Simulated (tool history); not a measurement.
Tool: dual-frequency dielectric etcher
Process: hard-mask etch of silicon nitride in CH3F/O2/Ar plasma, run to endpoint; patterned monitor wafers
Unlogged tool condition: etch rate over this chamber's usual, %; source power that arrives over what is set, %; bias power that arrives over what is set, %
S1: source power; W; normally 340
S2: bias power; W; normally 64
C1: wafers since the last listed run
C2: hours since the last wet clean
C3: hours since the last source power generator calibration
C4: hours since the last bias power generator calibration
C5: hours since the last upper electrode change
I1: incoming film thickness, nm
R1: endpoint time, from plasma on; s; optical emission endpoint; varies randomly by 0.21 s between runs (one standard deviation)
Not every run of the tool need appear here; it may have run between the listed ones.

Run 1, hour 0: usual settings; C1 0; C2 315.9; C3 2854.7; C4 2405.1; C5 5467.1; I1 33.86. Result: R1 52.2 s.
Run 2, hour 6.6: usual settings; C1 99; C2 322.5; C3 2861.3; C4 2411.7; C5 5473.7; I1 33.58. Result: R1 51.8 s.
Run 3, hour 18.7: usual settings but S2 76 W; C1 181; C2 334.6; C3 2873.4; C4 2423.8; C5 5485.8; I1 33.92. Result: R1 50.3 s.
Run 4, hour 35.5: usual settings but S2 70 W; C1 252; C2 351.4; C3 2890.2; C4 2440.6; C5 5502.6; I1 33.91. Result: R1 50.8 s.
At hour 70.1: wet clean of the chamber.
At hour 78.4: bias power generator calibrated.
At hour 94.4: upper electrode replaced.
Run 5, hour 94.9: usual settings but S2 70 W; C1 231; C2 24.8; C3 2949.6; C4 16.5; C5 0.5; I1 33.91. Result: R1 53 s.
Run 6, hour 95.2: usual settings but S2 70 W; C1 4; C2 25.1; C3 2949.9; C4 16.8; C5 0.8; I1 33.98. Result: R1 53.2 s.
Run 7, hour 99.2: usual settings; C1 60; C2 29.1; C3 2953.9; C4 20.8; C5 4.8; I1 33.68. Result: R1 53.9 s.
Run 8, hour 107.2: usual settings but S1 400 W, S2 72 W; C1 120; C2 37.1; C3 2961.9; C4 28.8; C5 12.8; I1 33.7. Result: R1 49 s.
Run 9, hour 122.5: usual settings but S2 73 W; C1 230; C2 52.4; C3 2977.2; C4 44.1; C5 28.1; I1 33.81. Result: R1 52.3 s.
At hour 127: source power generator calibrated.
Run 10, hour 129.8: usual settings but S1 380 W; C1 49; C2 59.7; C3 2.8; C4 51.4; C5 35.4; I1 33.63. Result: R1 51.4 s.
Run 11, hour 141.2: usual settings; C1 171; C2 71.1; C3 14.2; C4 62.8; C5 46.8; I1 33.81. Result: R1 53.5 s.
Run 12, hour 153.9: usual settings but S1 300 W, S2 53 W; C1 190; C2 83.8; C3 26.9; C4 75.5; C5 59.5; I1 34.22. Result: R1 59.8 s.
Run 13, hour 163.6: usual settings but S1 290 W, S2 49 W; C1 145; C2 93.5; C3 36.6; C4 85.2; C5 69.2; I1 33.73. Result: R1 60.6 s.
Run 14, hour 176: usual settings but S1 410 W, S2 75 W; C1 186; C2 105.9; C3 49; C4 97.6; C5 81.6; I1 34. Result: R1 47.9 s.

Alternative continuations, all from the tool just after run 14; predict every row:
Run A, hour 176.4: usual settings but S1 300 W; C1 6; C2 106.3; C3 49.4; C4 98; C5 82; I1 33.59. Result: R1 ?.
Run B, hour 176.4: usual settings but S1 300 W, S2 54 W; C1 6; C2 106.3; C3 49.4; C4 98; C5 82; I1 33.59. Result: R1 ?.
Run C, hour 176.4: usual settings but S1 270 W, S2 53 W; C1 6; C2 106.3; C3 49.4; C4 98; C5 82; I1 33.59. Result: R1 ?.

run    R1
  A  55.7
  B  58.2
  C  60.9
With the hidden condition removed and each run's random variation left untouched, the same runs would have given:
run    R1
  A  56.5
  B    59
  C  61.8

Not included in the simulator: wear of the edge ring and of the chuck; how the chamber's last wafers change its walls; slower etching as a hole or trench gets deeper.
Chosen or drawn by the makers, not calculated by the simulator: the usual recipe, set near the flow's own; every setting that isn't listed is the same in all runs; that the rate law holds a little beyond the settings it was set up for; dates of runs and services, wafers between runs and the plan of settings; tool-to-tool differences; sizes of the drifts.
